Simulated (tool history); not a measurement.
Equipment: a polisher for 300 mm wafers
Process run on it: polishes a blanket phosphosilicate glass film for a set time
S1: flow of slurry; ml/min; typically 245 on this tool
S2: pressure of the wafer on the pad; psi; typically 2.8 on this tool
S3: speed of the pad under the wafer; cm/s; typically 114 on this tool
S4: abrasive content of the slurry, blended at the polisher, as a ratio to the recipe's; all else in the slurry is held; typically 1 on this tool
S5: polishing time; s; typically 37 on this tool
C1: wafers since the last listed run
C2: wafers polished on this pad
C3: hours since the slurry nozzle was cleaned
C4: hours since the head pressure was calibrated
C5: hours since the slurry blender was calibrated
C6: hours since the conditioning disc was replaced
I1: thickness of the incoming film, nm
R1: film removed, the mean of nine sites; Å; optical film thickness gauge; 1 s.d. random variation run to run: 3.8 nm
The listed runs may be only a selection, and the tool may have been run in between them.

| run | hour | S1 | S2 | S3 | S4 | S5 | C1 | C2 | C3 | C4 | C5 | C6 | I1 | R1 |
|---|---|---|---|---|---|---|---|---|---|---|---|---|---|---|
| 1 | 0 | 245 | 2.8 | 114 | 1 | 37 | 0 | 1607 | 191.3 | 353.3 | 263.3 | 387.8 | 3778.4 | 2808 |
|  | 33 | conditioning disc replaced and pad reconditioned |
| 2 | 57.9 | 245 | 2.8 | 114 | 1 | 37 | 493 | 2101 | 249.2 | 411.2 | 321.2 | 24.9 | 3827.3 | 2810 |
| 3 | 126.5 | 245 | 2.5 | 114 | 1 | 37 | 606 | 2707 | 317.8 | 479.8 | 389.8 | 93.5 | 3719.7 | 2610 |
|  | 152.6 | slurry blender recalibrated |
|  | 162.9 | slurry nozzle cleaned |
| 4 | 184.2 | 245 | 2.5 | 114 | 1 | 37 | 483 | 3190 | 21.3 | 537.5 | 31.6 | 151.2 | 3779.7 | 2739 |
| 5 | 225 | 245 | 2.5 | 114 | 1 | 37 | 360 | 3551 | 62.1 | 578.3 | 72.4 | 192 | 3756.3 | 2776 |
|  | 251.4 | head pressure recalibrated |
|  | 256.5 | worn pad replaced by a new one |
| 6 | 288 | 245 | 2.8 | 114 | 1 | 37 | 503 | 278 | 125.1 | 36.6 | 135.4 | 255 | 3846.5 | 2699 |
| 7 | 312.7 | 245 | 2.8 | 114 | 1 | 37 | 218 | 496 | 149.8 | 61.3 | 160.1 | 279.7 | 3775.4 | 2673 |
| 8 | 371.3 | 270 | 3.4 | 98 | 0.85 | 37 | 517 | 1014 | 208.4 | 119.9 | 218.7 | 338.3 | 3808.1 | 2505 |
| 9 | 411.1 | 245 | 2.8 | 114 | 1 | 41 | 351 | 1366 | 248.2 | 159.7 | 258.5 | 378.1 | 3750.1 | 3049 |
|  | 439.4 | conditioning disc replaced and pad reconditioned |
| 10 | 440.4 | 245 | 2.8 | 128 | 0.85 | 50 | 241 | 1607 | 277.5 | 189 | 287.8 | 1 | 3779.5 | 3642 |
| 11 | 467.6 | 245 | 2.8 | 114 | 1.3 | 46 | 240 | 1847 | 304.7 | 216.2 | 315 | 28.2 | 3733.5 | 3719 |
| 12 | 494.8 | 245 | 3.5 | 114 | 1 | 44 | 240 | 2088 | 331.9 | 243.4 | 342.2 | 55.4 | 3696 | 3675 |
| 13 | 561.1 | 245 | 2.5 | 114 | 1 | 37 | 585 | 2673 | 398.2 | 309.7 | 408.5 | 121.7 | 3790.9 | 2595 |
|  | 585.2 | slurry blender recalibrated |
|  | 605.6 | worn pad replaced by a new one |
|  | 609.6 | slurry nozzle cleaned |
| 14 | 627.2 | 245 | 2.8 | 88 | 1 | 47 | 522 | 182 | 17.6 | 375.8 | 42 | 187.8 | 3766.9 | 2986 |
| 15 | 690.5 | 180 | 2.8 | 90 | 1 | 37 | 559 | 741 | 80.9 | 439.1 | 105.3 | 251.1 | 3778.5 | 2271 |
| 16 | 737.4 | 245 | 2.8 | 102 | 1 | 37 | 414 | 1156 | 127.8 | 486 | 152.2 | 298 | 3771.2 | 2635 |
| 17 | 781 | 245 | 2.8 | 114 | 1 | 46 | 385 | 1541 | 171.4 | 529.6 | 195.8 | 341.6 | 3704 | 3601 |
|  | 787.5 | conditioning disc replaced and pad reconditioned |
|  | 821.7 | head pressure recalibrated |
| 18 | 832.6 | 245 | 2.8 | 114 | 1 | 45 | 420 | 1961 | 223 | 10.9 | 247.4 | 45.1 | 3827.6 | 3245 |
| 19 | 890.2 | 315 | 3.3 | 126 | 1 | 41 | 508 | 2470 | 280.6 | 68.5 | 305 | 102.7 | 3773.9 | 3732 |
| 20 | 922.3 | 245 | 2.2 | 144 | 1 | 37 | 283 | 2754 | 312.7 | 100.6 | 337.1 | 134.8 | 3721.5 | 2803 |
|  | 970.4 | slurry nozzle cleaned |
|  | 974.8 | worn pad replaced by a new one |
| 21 | 975.2 | 245 | 3.3 | 114 | 1 | 37 | 423 | 3 | 4.8 | 153.5 | 390 | 187.7 | 3749.2 | 3181 |
|  | 1017.4 | slurry blender recalibrated |
| 22 | 1029.9 | 180 | 2.8 | 82 | 1 | 37 | 465 | 468 | 59.5 | 208.2 | 12.5 | 242.4 | 3697.9 | 2083 |
| 23 | 1100.8 | 245 | 2.8 | 152 | 1 | 30 | 626 | 1095 | 130.4 | 279.1 | 83.4 | 313.3 | 3697.2 | 2849 |
| 24 | 1135 | 245 | 3.3 | 114 | 1 | 37 | 302 | 1397 | 164.6 | 313.3 | 117.6 | 347.5 | 3842.8 | 3115 |
| 25 | 1175.4 | 245 | 2.8 | 114 | 1 | 37 | 356 | 1754 | 205 | 353.7 | 158 | 387.9 | 3828.4 | 2807 |
| 26 | 1219.8 | 245 | 2.8 | 82 | 1.25 | 33 | 392 | 2146 | 249.4 | 398.1 | 202.4 | 432.3 | 3779 | 2116 |

3 options for the next run, each taken on its own from the tool as it stands now. Forecast them:
| A | 1220.2 | 300 | 2.8 | 114 | 1 | 37 | 3 | 2150 | 249.8 | 398.5 | 202.8 | 432.7 | 3741.2 | ? |
| B | 1220.2 | 245 | 2.8 | 100 | 1 | 46 | 3 | 2150 | 249.8 | 398.5 | 202.8 | 432.7 | 3741.2 | ? |
| C | 1220.2 | 300 | 2.8 | 128 | 1 | 37 | 3 | 2150 | 249.8 | 398.5 | 202.8 | 432.7 | 3741.2 | ? |

| run | R1 |
|---|---|
| A | 2904 |
| B | 3167 |
| C | 3186 |
Without the tool's unlogged condition, the same runs would have read:
| run | R1 |
|---|---|
| A | 2889 |
| B | 3178 |
| C | 3169 |

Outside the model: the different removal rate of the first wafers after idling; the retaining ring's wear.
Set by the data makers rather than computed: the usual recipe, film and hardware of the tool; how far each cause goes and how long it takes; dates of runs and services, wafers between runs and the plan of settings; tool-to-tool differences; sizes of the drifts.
